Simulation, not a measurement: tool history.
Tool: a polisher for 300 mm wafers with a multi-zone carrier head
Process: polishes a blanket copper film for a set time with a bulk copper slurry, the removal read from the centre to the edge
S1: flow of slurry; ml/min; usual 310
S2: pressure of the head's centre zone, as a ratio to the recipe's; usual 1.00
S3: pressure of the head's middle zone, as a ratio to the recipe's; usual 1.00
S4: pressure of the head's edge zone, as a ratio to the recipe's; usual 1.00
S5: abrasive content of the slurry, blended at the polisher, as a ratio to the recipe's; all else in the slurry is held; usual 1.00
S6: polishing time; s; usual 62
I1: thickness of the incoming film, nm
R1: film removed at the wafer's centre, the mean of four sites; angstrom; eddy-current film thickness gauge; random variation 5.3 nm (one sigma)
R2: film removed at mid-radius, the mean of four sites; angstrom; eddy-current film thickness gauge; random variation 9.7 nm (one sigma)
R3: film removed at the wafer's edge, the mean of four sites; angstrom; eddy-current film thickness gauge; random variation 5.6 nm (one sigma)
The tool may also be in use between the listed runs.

| run | hour | S1 | S2 | S3 | S4 | S5 | S6 | I1 | R1 | R2 | R3 |
|---|---|---|---|---|---|---|---|---|---|---|---|
| 1 | 0.0 | 310 | 1.00 | 1.00 | 1.00 | 1.00 | 52 | 2107.8 | 6103 | 6195 | 6476 |
|  | 46.6 | worn pad replaced by a new one |
| 2 | 47.1 | 310 | 1.00 | 1.00 | 1.00 | 1.00 | 62 | 2112.2 | 7287 | 7389 | 7483 |
| 3 | 83.5 | 310 | 1.00 | 1.00 | 1.00 | 1.00 | 62 | 2101.3 | 7340 | 7461 | 7606 |
| 4 | 146.7 | 310 | 1.00 | 1.00 | 1.00 | 1.05 | 62 | 2110.6 | 7309 | 7379 | 7624 |
| 5 | 174.2 | 310 | 1.00 | 1.00 | 1.00 | 1.00 | 62 | 2061.8 | 7333 | 7328 | 7651 |
|  | 180.5 | worn pad replaced by a new one |
|  | 200.2 | edge zone pressure recalibrated |
|  | 229.6 | slurry nozzle cleaned |
| 6 | 242.6 | 310 | 1.00 | 1.00 | 1.00 | 1.00 | 62 | 2050.3 | 7459 | 7427 | 7725 |
| 7 | 272.6 | 310 | 1.00 | 1.00 | 1.00 | 1.00 | 62 | 2081.9 | 7448 | 7562 | 7600 |
| 8 | 301.6 | 310 | 1.00 | 1.00 | 1.00 | 1.00 | 62 | 2095.9 | 7484 | 7643 | 7624 |
|  | 319.2 | worn pad replaced by a new one |
|  | 319.6 | centre zone pressure recalibrated |
|  | 347.4 | carrier head's membrane replaced by a new one |
| 9 | 355.1 | 415 | 1.00 | 1.04 | 1.06 | 0.75 | 62 | 2105.9 | 7224 | 7513 | 7794 |
| 10 | 411.7 | 275 | 1.00 | 1.00 | 1.00 | 1.00 | 62 | 2081.3 | 7286 | 7558 | 7577 |
|  | 463.1 | worn pad replaced by a new one |
| 11 | 467.7 | 345 | 1.06 | 1.00 | 1.00 | 1.00 | 62 | 2075.9 | 7980 | 7531 | 7669 |
| 12 | 503.8 | 205 | 0.96 | 1.00 | 0.90 | 1.00 | 56 | 2127.8 | 5992 | 6268 | 6271 |
| 13 | 534.7 | 310 | 1.00 | 1.00 | 0.93 | 1.15 | 62 | 2092.7 | 7472 | 7712 | 7497 |
| 14 | 568.2 | 310 | 1.00 | 1.00 | 1.00 | 1.00 | 62 | 2086.7 | 7414 | 7582 | 7613 |
|  | 600.7 | worn pad replaced by a new one |
| 15 | 608.8 | 210 | 0.94 | 1.00 | 1.05 | 1.00 | 62 | 2044.4 | 6459 | 7135 | 7427 |
| 16 | 650.4 | 310 | 1.00 | 1.00 | 1.00 | 1.00 | 62 | 2091.2 | 7458 | 7517 | 7516 |

5 ways to go on from here, each from the tool as it stands after run 16. What would each give?
| A | 650.8 | 310 | 1.00 | 1.00 | 1.00 | 1.00 | 62 | 2054.4 | ? | ? | ? |
| B | 650.8 | 280 | 1.00 | 1.00 | 1.00 | 1.00 | 62 | 2054.4 | ? | ? | ? |
| C | 650.8 | 310 | 0.89 | 1.00 | 0.89 | 1.00 | 68 | 2054.4 | ? | ? | ? |
| D | 650.8 | 310 | 1.00 | 1.07 | 1.09 | 1.00 | 62 | 2054.4 | ? | ? | ? |
| E | 650.8 | 310 | 1.00 | 1.00 | 1.11 | 1.20 | 55 | 2054.4 | ? | ? | ? |

| run | R1 | R2 | R3 |
|---|---|---|---|
| A | 7345 | 7546 | 7598 |
| B | 7247 | 7456 | 7529 |
| C | 7162 | 8283 | 7890 |
| D | 7348 | 7991 | 7921 |
| E | 6718 | 6901 | 7318 |
Without the tool's hidden state the same runs would have given:
| run | R1 | R2 | R3 |
|---|---|---|---|
| A | 7515 | 7704 | 7719 |
| B | 7433 | 7628 | 7661 |
| C | 7329 | 8456 | 8015 |
| D | 7519 | 8158 | 8046 |
| E | 6874 | 7045 | 7435 |

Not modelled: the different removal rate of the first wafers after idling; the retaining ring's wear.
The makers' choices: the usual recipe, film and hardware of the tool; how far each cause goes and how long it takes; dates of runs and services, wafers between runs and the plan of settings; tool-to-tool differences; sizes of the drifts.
